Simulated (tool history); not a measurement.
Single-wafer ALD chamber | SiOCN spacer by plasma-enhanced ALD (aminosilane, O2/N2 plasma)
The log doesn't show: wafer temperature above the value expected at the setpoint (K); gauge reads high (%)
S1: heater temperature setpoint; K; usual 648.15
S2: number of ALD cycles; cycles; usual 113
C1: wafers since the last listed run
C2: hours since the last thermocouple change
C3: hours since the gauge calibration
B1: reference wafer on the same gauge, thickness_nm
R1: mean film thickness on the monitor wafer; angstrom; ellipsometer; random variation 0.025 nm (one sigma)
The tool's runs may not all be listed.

Run 1, day 0.000: usual settings but S1 660.15 K, S2 126 cycles; C1 0; C2 1018.3; C3 621.7; B1 7.530. Result: R1 76.82 angstrom.
Run 2, day 2.729: usual settings but S1 660.15 K, S2 126 cycles; C1 184; C2 1083.8; C3 687.2; B1 7.513. Result: R1 76.75 angstrom.
Run 3, day 4.112: usual settings but S1 660.15 K, S2 126 cycles; C1 93; C2 1117.0; C3 720.4; B1 7.510. Result: R1 76.77 angstrom.
Run 4, day 5.367: usual settings; C1 84; C2 1147.1; C3 750.5; B1 7.506. Result: R1 68.96 angstrom.
Run 5, day 6.750: usual settings; C1 93; C2 1180.3; C3 783.7; B1 7.512. Result: R1 68.43 angstrom.
Run 6, day 9.258: usual settings; C1 169; C2 1240.5; C3 843.9; B1 7.517. Result: R1 69.07 angstrom.
Run 7, day 11.721: usual settings; C1 166; C2 1299.6; C3 903.0; B1 7.507. Result: R1 68.79 angstrom.
Run 8, day 13.642: usual settings but S1 653.15 K; C1 129; C2 1345.7; C3 949.1; B1 7.507. Result: R1 68.72 angstrom.
At day 16.933: gauge calibrated.
Run 9, day 22.500: usual settings but S2 90 cycles; C1 599; C2 1558.3; C3 133.6; B1 7.619. Result: R1 55.62 angstrom.
Run 10, day 25.100: usual settings; C1 175; C2 1620.7; C3 196.0; B1 7.589. Result: R1 69.36 angstrom.
At day 25.454: thermocouple changed; heater temperature recalibrated.
Run 11, day 26.192: usual settings but S1 642.15 K, S2 103 cycles; C1 51; C2 17.7; C3 222.2; B1 7.569. Result: R1 63.23 angstrom.

Forecast run 12:
Run 12, day 28.221: usual settings but S1 634.15 K; C1 137; C2 66.4; C3 270.9; B1 ?. Result: R1 ?.

Run 12 gave B1 7.553, R1 69.05 angstrom.
Without the tool's hidden state the same run would have given R1 69.85 angstrom.

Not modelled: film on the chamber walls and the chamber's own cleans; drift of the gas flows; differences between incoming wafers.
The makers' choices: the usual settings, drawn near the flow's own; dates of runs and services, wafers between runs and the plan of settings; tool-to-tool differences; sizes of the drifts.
